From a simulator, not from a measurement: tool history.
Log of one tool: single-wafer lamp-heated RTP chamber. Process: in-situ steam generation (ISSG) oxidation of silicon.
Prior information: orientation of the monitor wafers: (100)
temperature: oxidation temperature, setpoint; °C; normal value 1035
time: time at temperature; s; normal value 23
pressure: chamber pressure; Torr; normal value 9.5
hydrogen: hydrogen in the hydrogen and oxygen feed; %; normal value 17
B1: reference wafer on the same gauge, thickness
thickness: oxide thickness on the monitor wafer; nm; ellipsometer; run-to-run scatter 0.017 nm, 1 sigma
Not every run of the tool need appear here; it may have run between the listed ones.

Run 1, hour 0: usual settings; B1 6.544. Result: thickness 6.601 nm.
Run 2, hour 21.5: usual settings; B1 6.541. Result: thickness 6.591 nm.
Run 3, hour 39.5: usual settings; B1 6.54. Result: thickness 6.562 nm.
Run 4, hour 62.4: usual settings; B1 6.541. Result: thickness 6.539 nm.
Run 5, hour 97.5: usual settings; B1 6.542. Result: thickness 6.588 nm.
Run 6, hour 122.2: usual settings but time 21 s; B1 6.541. Result: thickness 6.276 nm.
Run 7, hour 151: usual settings but time 30 s, pressure 10.2 Torr; B1 6.54. Result: thickness 7.492 nm.
Run 8, hour 178.4: usual settings; B1 6.536. Result: thickness 6.593 nm.
Run 9, hour 208.5: usual settings; B1 6.539. Result: thickness 6.59 nm.
At hour 220.4: gauge calibrated.
Run 10, hour 224.3: usual settings but time 25 s; B1 6.547. Result: thickness 6.877 nm.
Run 11, hour 294.1: usual settings but temperature 1019 °C, time 29 s; B1 6.544. Result: thickness 6.827 nm.
Run 12, hour 316.7: usual settings but temperature 1020 °C, hydrogen 24 %; B1 6.538. Result: thickness 6.565 nm.
Run 13, hour 336.8: usual settings but time 21 s; B1 6.544. Result: thickness 6.273 nm.
Run 14, hour 357.8: usual settings but temperature 1017 °C, time 30 s; B1 6.545. Result: thickness 6.896 nm.
Run 15, hour 376.7: usual settings but pressure 9.1 Torr; B1 6.536. Result: thickness 6.618 nm.
At hour 402.6: pressure gauge zeroed.
At hour 438.1: pyrometer window cleaned and pyrometer calibrated.
Run 16, hour 438.6: usual settings; B1 6.537. Result: thickness 6.468 nm.
Run 17, hour 455.1: usual settings but time 26 s, pressure 10.2 Torr, hydrogen 22 %; B1 6.54. Result: thickness 7.162 nm.
Run 18, hour 470.6: usual settings but temperature 1028 °C, time 28 s, pressure 8.5 Torr, hydrogen 11 %; B1 6.54. Result: thickness 6.405 nm.
Run 19, hour 488.6: usual settings but temperature 1042 °C, pressure 10.2 Torr, hydrogen 22 %; B1 6.54. Result: thickness 7.051 nm.
Run 20, hour 507.3: usual settings but pressure 10.2 Torr; B1 6.543. Result: thickness 6.44 nm.
Run 21, hour 534.8: usual settings; B1 6.545. Result: thickness 6.491 nm.
At hour 570.4: hydrogen flow controller replaced.
Run 22, hour 570.9: usual settings but temperature 1042 °C, time 26 s, pressure 8.5 Torr; B1 6.534. Result: thickness 7.298 nm.
Run 23, hour 590.6: usual settings; B1 6.54. Result: thickness 6.513 nm.
Run 24, hour 603.1: usual settings; B1 6.536. Result: thickness 6.541 nm.
Run 25, hour 624.1: usual settings; B1 6.542. Result: thickness 6.508 nm.
Run 26, hour 701.4: usual settings but hydrogen 11 %; B1 6.541. Result: thickness 5.993 nm.
Run 27, hour 718.1: usual settings but time 26 s; B1 6.537. Result: thickness 6.988 nm.
Run 28, hour 752.3: usual settings but temperature 1022 °C, pressure 9.9 Torr, hydrogen 26 %; B1 6.541. Result: thickness 6.621 nm.
Run 29, hour 784: usual settings but temperature 1042 °C, time 32 s, pressure 10.2 Torr, hydrogen 24 %; B1 6.546. Result: thickness 8.622 nm.
Run 30, hour 801.3: usual settings but temperature 1041 °C, time 15 s, pressure 8.3 Torr, hydrogen 11 %; B1 6.541. Result: thickness 4.962 nm.
Run 31, hour 817.2: usual settings; B1 6.543. Result: thickness 6.54 nm.
Run 32, hour 843.7: usual settings but time 29 s, pressure 8.3 Torr, hydrogen 27 %; B1 6.538. Result: thickness 8.285 nm.

What if the next run were any one of these 3? Each begins from the tool's condition after run 32:
Run A, hour 844.1: usual settings but hydrogen 20 %; B1 ?. Result: thickness ?.
Run B, hour 844.1: usual settings but pressure 9.9 Torr; B1 ?. Result: thickness ?.
Run C, hour 844.1: usual settings but hydrogen 26 %; B1 ?. Result: thickness ?.

run    B1  thickness
  A  6.54      6.773
  B  6.54      6.504
  C  6.54      7.174
Had the tool no hidden state, the same runs would have come out as:
run  thickness
  A      6.686
  B      6.421
  C      7.082
